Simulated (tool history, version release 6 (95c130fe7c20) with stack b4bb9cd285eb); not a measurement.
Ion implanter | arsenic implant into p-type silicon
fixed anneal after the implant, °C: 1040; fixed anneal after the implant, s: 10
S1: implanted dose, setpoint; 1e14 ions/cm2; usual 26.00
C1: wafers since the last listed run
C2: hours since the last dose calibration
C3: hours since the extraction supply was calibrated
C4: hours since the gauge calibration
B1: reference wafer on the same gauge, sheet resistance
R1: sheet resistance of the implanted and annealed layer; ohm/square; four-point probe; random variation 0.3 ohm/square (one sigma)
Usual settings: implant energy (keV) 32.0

{"run": 1, "hour": 0.0, "S1": 31.87, "implant energy (keV)": 32.0, "C1": 0, "C2": 988.3, "C3": 2585.4, "C4": 695.6, "B1": 82.09, "R1": 71.62}
{"run": 2, "hour": 57.9, "S1": 31.87, "implant energy (keV)": 32.0, "C1": 1264, "C2": 1046.2, "C3": 2643.3, "C4": 753.5, "B1": 82.02, "R1": 71.32}
{"hour": 76.1, "done": "Faraday cup replaced and dose calibrated"}
{"run": 3, "hour": 113.1, "S1": 31.87, "implant energy (keV)": 32.0, "C1": 1031, "C2": 37.0, "C3": 2698.5, "C4": 808.7, "B1": 81.71, "R1": 71.23}
{"run": 4, "hour": 293.6, "S1": 26.0, "implant energy (keV)": 32.0, "C1": 3943, "C2": 217.5, "C3": 2879.0, "C4": 989.2, "B1": 81.43, "R1": 73.36}
{"run": 5, "hour": 327.8, "S1": 26.0, "implant energy (keV)": 32.0, "C1": 747, "C2": 251.7, "C3": 2913.2, "C4": 1023.4, "B1": 81.49, "R1": 73.34}
{"run": 6, "hour": 391.1, "S1": 26.0, "implant energy (keV)": 32.0, "C1": 1382, "C2": 315.0, "C3": 2976.5, "C4": 1086.7, "B1": 81.58, "R1": 73.81}
{"run": 7, "hour": 447.9, "S1": 26.0, "implant energy (keV)": 32.0, "C1": 1240, "C2": 371.8, "C3": 3033.3, "C4": 1143.5, "B1": 81.33, "R1": 73.73}
{"run": 8, "hour": 529.2, "S1": 26.0, "implant energy (keV)": 32.0, "C1": 1776, "C2": 453.1, "C3": 3114.6, "C4": 1224.8, "B1": 81.25, "R1": 73.16}
{"run": 9, "hour": 582.3, "S1": 26.0, "implant energy (keV)": 32.0, "C1": 1160, "C2": 506.2, "C3": 3167.7, "C4": 1277.9, "B1": 81.04, "R1": 73.29}
{"run": 10, "hour": 616.4, "S1": 26.0, "implant energy (keV)": 32.0, "C1": 744, "C2": 540.3, "C3": 3201.8, "C4": 1312.0, "B1": 81.09, "R1": 73.77}
{"run": 11, "hour": 678.6, "S1": 26.0, "implant energy (keV)": 32.0, "C1": 1358, "C2": 602.5, "C3": 3264.0, "C4": 1374.2, "B1": 81.0, "R1": 73.17}
{"run": 12, "hour": 712.8, "S1": 26.0, "implant energy (keV)": 32.0, "C1": 747, "C2": 636.7, "C3": 3298.2, "C4": 1408.4, "B1": 80.89, "R1": 73.43}
{"hour": 717.3, "done": "gauge calibrated"}
{"run": 13, "hour": 761.9, "S1": 26.0, "implant energy (keV)": 32.0, "C1": 1072, "C2": 685.8, "C3": 3347.3, "C4": 44.6, "B1": 82.48, "R1": 74.56}
{"hour": 795.5, "done": "extraction supply calibrated"}
{"run": 14, "hour": 804.9, "S1": 30.93, "implant energy (keV)": 27.0, "C1": 764, "C2": 728.8, "C3": 9.4, "C4": 87.6, "B1": 82.58, "R1": 77.06}
{"run": 15, "hour": 833.0, "S1": 22.8, "implant energy (keV)": 21.5, "C1": 613, "C2": 756.9, "C3": 37.5, "C4": 115.7, "B1": 82.48, "R1": 88.74}
{"run": 16, "hour": 863.6, "S1": 28.32, "implant energy (keV)": 38.0, "C1": 668, "C2": 787.5, "C3": 68.1, "C4": 146.3, "B1": 82.74, "R1": 68.05}
{"run": 17, "hour": 910.5, "S1": 30.22, "implant energy (keV)": 38.5, "C1": 1024, "C2": 834.4, "C3": 115.0, "C4": 193.2, "B1": 82.55, "R1": 65.92}
{"run": 18, "hour": 957.6, "S1": 30.67, "implant energy (keV)": 21.5, "C1": 1029, "C2": 881.5, "C3": 162.1, "C4": 240.3, "B1": 82.61, "R1": 84.35}
{"hour": 1027.0, "done": "Faraday cup replaced and dose calibrated"}
{"run": 19, "hour": 1148.8, "S1": 20.08, "implant energy (keV)": 23.0, "C1": 4002, "C2": 121.8, "C3": 353.3, "C4": 431.5, "B1": 82.41, "R1": 89.0}
{"run": 20, "hour": 1174.3, "S1": 21.87, "implant energy (keV)": 36.0, "C1": 557, "C2": 147.3, "C3": 378.8, "C4": 457.0, "B1": 82.32, "R1": 74.23}
{"run": 21, "hour": 1225.2, "S1": 26.0, "implant energy (keV)": 32.0, "C1": 1112, "C2": 198.2, "C3": 429.7, "C4": 507.9, "B1": 82.52, "R1": 73.81}
{"run": 22, "hour": 1296.8, "S1": 26.0, "implant energy (keV)": 27.5, "C1": 1564, "C2": 269.8, "C3": 501.3, "C4": 579.5, "B1": 82.36, "R1": 79.11}
{"run": 23, "hour": 1350.3, "S1": 21.72, "implant energy (keV)": 24.5, "C1": 1168, "C2": 323.3, "C3": 554.8, "C4": 633.0, "B1": 82.2, "R1": 86.04}
{"run": 24, "hour": 1416.8, "S1": 23.72, "implant energy (keV)": 38.0, "C1": 1452, "C2": 389.8, "C3": 621.3, "C4": 699.5, "B1": 82.17, "R1": 71.17}
{"run": 25, "hour": 1459.7, "S1": 32.16, "implant energy (keV)": 32.0, "C1": 937, "C2": 432.7, "C3": 664.2, "C4": 742.4, "B1": 82.22, "R1": 70.79}
{"run": 26, "hour": 1513.3, "S1": 26.0, "implant energy (keV)": 32.0, "C1": 1171, "C2": 486.3, "C3": 717.8, "C4": 796.0, "B1": 82.02, "R1": 74.93}

What the log doesn't show, run by run:
deviation of the true dose from the Faraday cup's reading, %: 0 in every run
deviation of the true energy from its setpoint, %: 0 in every run
H1: gauge reads high (%)
run=1 H1=-0.644
run=2 H1=-0.719
run=3 H1=-0.797
run=4 H1=-1.09
run=5 H1=-1.15
run=6 H1=-1.27
run=7 H1=-1.39
run=8 H1=-1.56
run=9 H1=-1.68
run=10 H1=-1.76
run=11 H1=-1.91
run=12 H1=-1.99
run=13 H1=0.068
run=14 H1=0.0629
run=15 H1=0.0577
run=16 H1=0.0505
run=17 H1=0.0362
run=18 H1=0.0178
run=19 H1=-0.0979
run=20 H1=-0.118
run=21 H1=-0.163
run=22 H1=-0.233
run=23 H1=-0.291
run=24 H1=-0.371
run=25 H1=-0.427
run=26 H1=-0.501
